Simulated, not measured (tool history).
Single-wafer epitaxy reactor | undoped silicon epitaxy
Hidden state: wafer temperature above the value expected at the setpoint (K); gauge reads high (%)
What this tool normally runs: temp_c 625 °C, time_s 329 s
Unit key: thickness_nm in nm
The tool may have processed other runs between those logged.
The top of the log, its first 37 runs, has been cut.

| run | hour | temp_c | time_s | wafers since the last listed run | hours since the last pyrometer calibration | hours since the gauge calibration | read-back reference wafer on the same gauge, thickness_nm | thickness_nm |
|---|---|---|---|---|---|---|---|---|
| 38 | 3091.0 | 629 | 329 | 1223 | 1492.7 | 1558.0 | 38.480 | 35.451 |
| 39 | 3133.7 | 617 | 395 | 267 | 1535.4 | 1600.7 | 38.464 | 33.472 |
| 40 | 3181.1 | 625 | 329 | 297 | 1582.8 | 1648.1 | 38.514 | 32.596 |
| 41 | 3219.9 | 625 | 329 | 243 | 1621.6 | 1686.9 | 38.506 | 32.452 |
| 42 | 3283.0 | 625 | 329 | 396 | 1684.7 | 1750.0 | 38.532 | 32.464 |
| 43 | 3388.7 | 613 | 270 | 663 | 1790.4 | 1855.7 | 38.492 | 20.973 |
| 44 | 3472.9 | 625 | 329 | 528 | 1874.6 | 1939.9 | 38.481 | 32.658 |
| 45 | 3541.7 | 636 | 293 | 431 | 1943.4 | 2008.7 | 38.499 | 36.208 |
| 46 | 3630.0 | 631 | 275 | 554 | 2031.7 | 2097.0 | 38.468 | 30.837 |
| 47 | 3702.8 | 612 | 376 | 456 | 2104.5 | 2169.8 | 38.562 | 28.619 |

Here are 3 independent what-if runs from the current tool condition. What would each one return?
| A | 3703.3 | 610 | 329 | 3 | 2105.0 | 2170.3 | ? | ? |
| B | 3703.3 | 625 | 370 | 3 | 2105.0 | 2170.3 | ? | ? |
| C | 3703.3 | 612 | 297 | 3 | 2105.0 | 2170.3 | ? | ? |

| run | read-back reference wafer on the same gauge, thickness_nm | thickness_nm |
|---|---|---|
| A | 38.415 | 23.977 |
| B | 38.415 | 36.726 |
| C | 38.415 | 22.567 |
What these runs would have given with no unlogged condition in the tool:
| run | thickness_nm |
|---|---|
| A | 24.464 |
| B | 37.451 |
| C | 23.024 |
